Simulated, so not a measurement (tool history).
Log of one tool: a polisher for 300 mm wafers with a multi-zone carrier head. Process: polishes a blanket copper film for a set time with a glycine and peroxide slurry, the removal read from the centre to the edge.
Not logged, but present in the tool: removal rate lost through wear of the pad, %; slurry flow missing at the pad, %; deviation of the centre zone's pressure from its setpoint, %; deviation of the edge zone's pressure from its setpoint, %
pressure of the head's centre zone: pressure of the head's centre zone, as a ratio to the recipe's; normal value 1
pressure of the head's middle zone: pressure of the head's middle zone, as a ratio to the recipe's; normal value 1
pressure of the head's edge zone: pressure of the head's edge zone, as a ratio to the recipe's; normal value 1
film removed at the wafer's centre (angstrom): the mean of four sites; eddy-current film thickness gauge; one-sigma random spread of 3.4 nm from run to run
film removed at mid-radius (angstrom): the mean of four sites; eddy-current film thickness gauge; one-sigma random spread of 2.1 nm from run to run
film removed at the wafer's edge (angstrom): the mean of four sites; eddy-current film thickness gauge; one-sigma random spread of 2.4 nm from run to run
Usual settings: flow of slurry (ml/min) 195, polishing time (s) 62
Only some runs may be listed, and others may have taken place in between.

| run | day | flow of slurry (ml/min) | pressure of the head's centre zone | pressure of the head's middle zone | pressure of the head's edge zone | polishing time (s) | wafers since the last listed run | wafers polished on this pad | hours since the slurry nozzle was cleaned | hours since the centre zone pressure was calibrated | hours since the edge zone pressure was calibrated | hours since the carrier head's membrane was replaced | incoming thickness of the incoming film, nm | film removed at the wafer's centre (angstrom) | film removed at mid-radius (angstrom) | film removed at the wafer's edge (angstrom) |
|---|---|---|---|---|---|---|---|---|---|---|---|---|---|---|---|---|
| 1 | 0 | 195 | 1 | 1 | 1 | 62 | 0 | 615 | 217.6 | 860.6 | 602 | 848.5 | 1085.3 | 2603 | 2630 | 2600 |
| 2 | 1.242 | 195 | 1 | 1 | 1 | 62 | 214 | 830 | 247.4 | 890.4 | 631.8 | 878.3 | 1108.9 | 2570 | 2560 | 2570 |
| 3 | 2.733 | 195 | 1 | 1 | 1 | 62 | 257 | 1087 | 283.2 | 926.2 | 667.6 | 914.1 | 1113.1 | 2479 | 2523 | 2455 |
|  | 3.425 | worn pad replaced by a new one |
| 4 | 3.592 | 145 | 1 | 1 | 1 | 62 | 119 | 29 | 303.8 | 946.8 | 688.2 | 934.7 | 1102.9 | 2626 | 2698 | 2708 |
| 5 | 5.033 | 165 | 1 | 1 | 1 | 62 | 248 | 277 | 338.4 | 981.4 | 722.8 | 969.3 | 1096.1 | 2626 | 2682 | 2678 |
| 6 | 6.154 | 165 | 1 | 1 | 1 | 62 | 193 | 470 | 365.3 | 1008.3 | 749.7 | 996.2 | 1117.1 | 2576 | 2661 | 2578 |
| 7 | 7.175 | 195 | 1 | 1 | 1 | 69 | 176 | 646 | 389.8 | 1032.8 | 774.2 | 1020.7 | 1111.3 | 2838 | 2940 | 2944 |
| 8 | 8.458 | 195 | 0.96 | 1 | 1.07 | 62 | 221 | 868 | 420.6 | 1063.6 | 805 | 1051.5 | 1113.9 | 2416 | 2590 | 2633 |
| 9 | 9.488 | 165 | 1.05 | 0.91 | 1 | 43 | 177 | 1045 | 445.3 | 1088.3 | 829.7 | 1076.2 | 1093.7 | 1749 | 1595 | 1693 |
|  | 10.058 | worn pad replaced by a new one |
| 10 | 10.512 | 195 | 0.93 | 1 | 1 | 62 | 148 | 77 | 469.9 | 1112.9 | 854.3 | 1100.8 | 1089.3 | 2484 | 2740 | 2702 |
| 11 | 11.021 | 195 | 1 | 0.9 | 1 | 50 | 87 | 165 | 482.1 | 1125.1 | 866.5 | 1113 | 1106.2 | 2139 | 2021 | 2185 |
|  | 11.688 | centre zone pressure recalibrated |
| 12 | 11.742 | 195 | 1 | 0.95 | 1 | 41 | 109 | 275 | 499.4 | 1.3 | 883.8 | 1130.3 | 1095.7 | 1768 | 1705 | 1748 |
|  | 15.433 | carrier head's membrane replaced by a new one |
| 13 | 16.092 | 195 | 1 | 1 | 1 | 62 | 714 | 989 | 603.8 | 105.7 | 988.2 | 15.8 | 1091.3 | 2404 | 2525 | 2380 |
|  | 16.492 | edge zone pressure recalibrated |
| 14 | 17.183 | 195 | 1 | 1 | 1 | 62 | 173 | 1163 | 630 | 131.9 | 16.6 | 42 | 1101.7 | 2421 | 2396 | 2422 |
|  | 17.504 | worn pad replaced by a new one |
| 15 | 18.521 | 195 | 1 | 1 | 1 | 81 | 201 | 175 | 662.1 | 164 | 48.7 | 74.1 | 1082.5 | 3594 | 3661 | 3644 |
| 16 | 19.458 | 195 | 1 | 1 | 1 | 62 | 161 | 336 | 684.6 | 186.5 | 71.2 | 96.6 | 1111.5 | 2704 | 2734 | 2694 |
|  | 19.696 | slurry nozzle cleaned |
| 17 | 20.879 | 195 | 1 | 1 | 1 | 62 | 237 | 574 | 28.4 | 220.6 | 105.3 | 130.7 | 1095.9 | 2598 | 2689 | 2620 |
| 18 | 21.704 | 195 | 1 | 1 | 1 | 62 | 142 | 716 | 48.2 | 240.4 | 125.1 | 150.5 | 1099.1 | 2572 | 2632 | 2574 |
| 19 | 22.592 | 195 | 1 | 1 | 1 | 82 | 153 | 869 | 69.5 | 261.7 | 146.4 | 171.8 | 1097.1 | 3298 | 3437 | 3361 |
| 20 | 23.633 | 165 | 1.05 | 0.91 | 1 | 43 | 179 | 1049 | 94.5 | 286.7 | 171.4 | 196.8 | 1094.8 | 1707 | 1578 | 1698 |
| 21 | 24.717 | 195 | 1 | 1 | 1 | 43 | 186 | 1236 | 120.5 | 312.7 | 197.4 | 222.8 | 1108.9 | 1673 | 1720 | 1699 |
|  | 25.125 | worn pad replaced by a new one |
| 22 | 26.017 | 235 | 0.91 | 1 | 1 | 62 | 195 | 153 | 151.7 | 343.9 | 228.6 | 254 | 1095.3 | 2568 | 2834 | 2714 |
| 23 | 26.583 | 195 | 1.09 | 1.04 | 1 | 62 | 97 | 251 | 165.3 | 357.5 | 242.2 | 267.6 | 1092 | 3017 | 2844 | 2712 |

3 options for the next run, each taken on its own from the tool as it stands now. Forecast them:
| A | 26.6 | 195 | 1 | 1 | 1 | 62 | 2 | 254 | 165.7 | 357.9 | 242.6 | 268 | 1105.4 | ? | ? | ? |
| B | 26.6 | 195 | 1 | 1 | 0.94 | 62 | 2 | 254 | 165.7 | 357.9 | 242.6 | 268 | 1105.4 | ? | ? | ? |
| C | 26.6 | 130 | 1 | 1 | 1 | 72 | 2 | 254 | 165.7 | 357.9 | 242.6 | 268 | 1105.4 | ? | ? | ? |

| run | film removed at the wafer's centre (angstrom) | film removed at mid-radius (angstrom) | film removed at the wafer's edge (angstrom) |
|---|---|---|---|
| A | 2710 | 2713 | 2698 |
| B | 2710 | 2713 | 2620 |
| C | 2900 | 2930 | 2973 |
Take away the tool's hidden state, keep each run's random variation, and the runs would have read:
| run | film removed at the wafer's centre (angstrom) | film removed at mid-radius (angstrom) | film removed at the wafer's edge (angstrom) |
|---|---|---|---|
| A | 2823 | 2826 | 2810 |
| B | 2823 | 2826 | 2729 |
| C | 3020 | 3052 | 3097 |

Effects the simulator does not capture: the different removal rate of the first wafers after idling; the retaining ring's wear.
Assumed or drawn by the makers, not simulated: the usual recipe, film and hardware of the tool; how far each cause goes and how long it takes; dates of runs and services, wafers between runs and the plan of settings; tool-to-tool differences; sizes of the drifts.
